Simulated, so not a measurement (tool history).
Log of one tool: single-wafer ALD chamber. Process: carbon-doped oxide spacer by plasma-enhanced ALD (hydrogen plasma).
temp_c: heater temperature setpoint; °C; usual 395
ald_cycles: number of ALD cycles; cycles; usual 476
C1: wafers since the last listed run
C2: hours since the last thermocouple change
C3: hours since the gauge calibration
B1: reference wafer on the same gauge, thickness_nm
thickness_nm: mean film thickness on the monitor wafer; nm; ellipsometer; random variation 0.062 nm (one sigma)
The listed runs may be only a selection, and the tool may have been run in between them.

{"run": 1, "hour": 0.0, "temp_c": 395, "ald_cycles": 453, "C1": 0, "C2": 1315.4, "C3": 700.5, "B1": 22.316, "thickness_nm": 23.864}
{"run": 2, "hour": 42.5, "temp_c": 395, "ald_cycles": 453, "C1": 37, "C2": 1357.9, "C3": 743, "B1": 22.311, "thickness_nm": 23.813}
{"run": 3, "hour": 99.4, "temp_c": 395, "ald_cycles": 476, "C1": 50, "C2": 1414.8, "C3": 799.9, "B1": 22.324, "thickness_nm": 25.103}
{"run": 4, "hour": 138.6, "temp_c": 395, "ald_cycles": 476, "C1": 34, "C2": 1454, "C3": 839.1, "B1": 22.332, "thickness_nm": 25.088}
{"run": 5, "hour": 186.2, "temp_c": 395, "ald_cycles": 476, "C1": 42, "C2": 1501.6, "C3": 886.7, "B1": 22.326, "thickness_nm": 25.062}
{"run": 6, "hour": 215.7, "temp_c": 392, "ald_cycles": 476, "C1": 26, "C2": 1531.1, "C3": 916.2, "B1": 22.318, "thickness_nm": 25.193}
{"run": 7, "hour": 276.9, "temp_c": 395, "ald_cycles": 476, "C1": 54, "C2": 1592.3, "C3": 977.4, "B1": 22.363, "thickness_nm": 25.137}
{"run": 8, "hour": 325.8, "temp_c": 395, "ald_cycles": 476, "C1": 43, "C2": 1641.2, "C3": 1026.3, "B1": 22.369, "thickness_nm": 25.279}
{"run": 9, "hour": 373.8, "temp_c": 395, "ald_cycles": 476, "C1": 42, "C2": 1689.2, "C3": 1074.3, "B1": 22.383, "thickness_nm": 25.062}
{"run": 10, "hour": 430.8, "temp_c": 384, "ald_cycles": 501, "C1": 50, "C2": 1746.2, "C3": 1131.3, "B1": 22.394, "thickness_nm": 26.43}
{"run": 11, "hour": 457.0, "temp_c": 384, "ald_cycles": 501, "C1": 23, "C2": 1772.4, "C3": 1157.5, "B1": 22.409, "thickness_nm": 26.443}
{"run": 12, "hour": 484.5, "temp_c": 384, "ald_cycles": 501, "C1": 24, "C2": 1799.9, "C3": 1185, "B1": 22.406, "thickness_nm": 26.46}
{"run": 13, "hour": 529.2, "temp_c": 400, "ald_cycles": 476, "C1": 39, "C2": 1844.6, "C3": 1229.7, "B1": 22.404, "thickness_nm": 25.204}
{"run": 14, "hour": 584.8, "temp_c": 400, "ald_cycles": 476, "C1": 49, "C2": 1900.2, "C3": 1285.3, "B1": 22.418, "thickness_nm": 25.166}
{"run": 15, "hour": 634.6, "temp_c": 386, "ald_cycles": 476, "C1": 44, "C2": 1950, "C3": 1335.1, "B1": 22.435, "thickness_nm": 25.256}
{"run": 16, "hour": 700.0, "temp_c": 395, "ald_cycles": 504, "C1": 58, "C2": 2015.4, "C3": 1400.5, "B1": 22.439, "thickness_nm": 26.71}
{"hour": 723.3, "done": "thermocouple changed; heater temperature recalibrated"}
{"run": 17, "hour": 726.4, "temp_c": 395, "ald_cycles": 476, "C1": 16, "C2": 3.1, "C3": 1426.9, "B1": 22.463, "thickness_nm": 25.158}
{"run": 18, "hour": 870.3, "temp_c": 395, "ald_cycles": 476, "C1": 127, "C2": 147, "C3": 1570.8, "B1": 22.51, "thickness_nm": 25.325}
{"run": 19, "hour": 897.6, "temp_c": 395, "ald_cycles": 476, "C1": 24, "C2": 174.3, "C3": 1598.1, "B1": 22.502, "thickness_nm": 25.232}
{"run": 20, "hour": 935.6, "temp_c": 395, "ald_cycles": 410, "C1": 33, "C2": 212.3, "C3": 1636.1, "B1": 22.51, "thickness_nm": 21.757}
{"hour": 962.3, "done": "gauge calibrated"}
{"run": 21, "hour": 974.5, "temp_c": 395, "ald_cycles": 476, "C1": 34, "C2": 251.2, "C3": 12.2, "B1": 22.192, "thickness_nm": 24.939}
{"run": 22, "hour": 1022.5, "temp_c": 399, "ald_cycles": 476, "C1": 42, "C2": 299.2, "C3": 60.2, "B1": 22.203, "thickness_nm": 24.904}
{"run": 23, "hour": 1087.7, "temp_c": 395, "ald_cycles": 399, "C1": 57, "C2": 364.4, "C3": 125.4, "B1": 22.218, "thickness_nm": 20.871}
{"run": 24, "hour": 1135.5, "temp_c": 389, "ald_cycles": 438, "C1": 42, "C2": 412.2, "C3": 173.2, "B1": 22.237, "thickness_nm": 22.973}
{"run": 25, "hour": 1192.4, "temp_c": 382, "ald_cycles": 542, "C1": 50, "C2": 469.1, "C3": 230.1, "B1": 22.25, "thickness_nm": 28.564}
{"run": 26, "hour": 1253.9, "temp_c": 383, "ald_cycles": 508, "C1": 54, "C2": 530.6, "C3": 291.6, "B1": 22.268, "thickness_nm": 26.633}
{"run": 27, "hour": 1312.1, "temp_c": 386, "ald_cycles": 399, "C1": 51, "C2": 588.8, "C3": 349.8, "B1": 22.297, "thickness_nm": 20.997}
{"run": 28, "hour": 1340.1, "temp_c": 395, "ald_cycles": 420, "C1": 24, "C2": 616.8, "C3": 377.8, "B1": 22.279, "thickness_nm": 22.006}
{"run": 29, "hour": 1371.4, "temp_c": 407, "ald_cycles": 549, "C1": 27, "C2": 648.1, "C3": 409.1, "B1": 22.294, "thickness_nm": 28.444}
{"run": 30, "hour": 1408.9, "temp_c": 388, "ald_cycles": 394, "C1": 33, "C2": 685.6, "C3": 446.6, "B1": 22.288, "thickness_nm": 20.763}
{"run": 31, "hour": 1601.6, "temp_c": 382, "ald_cycles": 505, "C1": 171, "C2": 878.3, "C3": 639.3, "B1": 22.349, "thickness_nm": 26.7}
{"run": 32, "hour": 1672.0, "temp_c": 395, "ald_cycles": 403, "C1": 62, "C2": 948.7, "C3": 709.7, "B1": 22.349, "thickness_nm": 21.287}
{"run": 33, "hour": 1740.3, "temp_c": 403, "ald_cycles": 533, "C1": 60, "C2": 1017, "C3": 778, "B1": 22.372, "thickness_nm": 27.932}
{"run": 34, "hour": 1780.7, "temp_c": 386, "ald_cycles": 476, "C1": 35, "C2": 1057.4, "C3": 818.4, "B1": 22.385, "thickness_nm": 25.121}
{"run": 35, "hour": 1849.6, "temp_c": 395, "ald_cycles": 476, "C1": 61, "C2": 1126.3, "C3": 887.3, "B1": 22.368, "thickness_nm": 25.134}
{"run": 36, "hour": 1898.8, "temp_c": 382, "ald_cycles": 413, "C1": 43, "C2": 1175.5, "C3": 936.5, "B1": 22.415, "thickness_nm": 21.791}

Alternative continuations, all from the tool just after run 36; predict every row:
{"run": "A", "hour": 1899.9, "temp_c": 395, "ald_cycles": 433, "C1": 0, "C2": 1176.6, "C3": 937.6, "B1": "?", "thickness_nm": "?"}
{"run": "B", "hour": 1899.9, "temp_c": 385, "ald_cycles": 543, "C1": 0, "C2": 1176.6, "C3": 937.6, "B1": "?", "thickness_nm": "?"}
{"run": "C", "hour": 1899.9, "temp_c": 389, "ald_cycles": 548, "C1": 0, "C2": 1176.6, "C3": 937.6, "B1": "?", "thickness_nm": "?"}

run=A B1=22.386 thickness_nm=22.918
run=B B1=22.386 thickness_nm=28.74
run=C B1=22.386 thickness_nm=29.005
With no hidden state in the tool, these same runs would have given:
run=A thickness_nm=22.712
run=B thickness_nm=28.482
run=C thickness_nm=28.744

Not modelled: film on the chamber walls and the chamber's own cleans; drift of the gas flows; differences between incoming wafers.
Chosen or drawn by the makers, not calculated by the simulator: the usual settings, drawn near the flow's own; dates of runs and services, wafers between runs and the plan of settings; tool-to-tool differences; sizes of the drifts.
